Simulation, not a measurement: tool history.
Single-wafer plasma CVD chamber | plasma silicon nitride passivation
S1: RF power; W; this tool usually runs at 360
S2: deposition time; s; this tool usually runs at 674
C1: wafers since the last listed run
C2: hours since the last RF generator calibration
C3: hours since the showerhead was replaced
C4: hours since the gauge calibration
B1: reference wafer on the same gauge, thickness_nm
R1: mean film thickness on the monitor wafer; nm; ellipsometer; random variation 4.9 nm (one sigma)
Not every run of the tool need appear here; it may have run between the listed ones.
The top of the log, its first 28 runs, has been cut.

run,hour,S1,S2,C1,C2,C3,C4,B1,R1
# hour 1436.2: RF generator calibrated
29,1502.9,425,740,347,66.7,381.3,487.6,790.116,1060.279
30,1545.1,310,564,92,108.9,423.5,529.8,789.540,723.044
31,1578.3,315,575,72,142.1,456.7,563.0,789.405,742.371
32,1703.5,360,800,274,267.3,581.9,688.2,788.396,1076.985
33,1753.2,360,674,109,317.0,631.6,737.9,787.445,904.310
34,1823.0,360,674,153,386.8,701.4,807.7,789.570,897.635
35,1868.5,360,674,99,432.3,746.9,853.2,789.264,902.942
36,1937.9,360,555,152,501.7,816.3,922.6,788.531,744.782
37,1975.9,330,733,83,539.7,854.3,960.6,789.171,948.807

What does the tool deliver on the next run?
38,2015.8,310,549,87,579.6,894.2,1000.5,?,?

Run 38 produced B1 789.961, R1 685.460 nm.
On a tool with no hidden condition, and with the same random variation, this run would have come out at R1 704.109 nm.
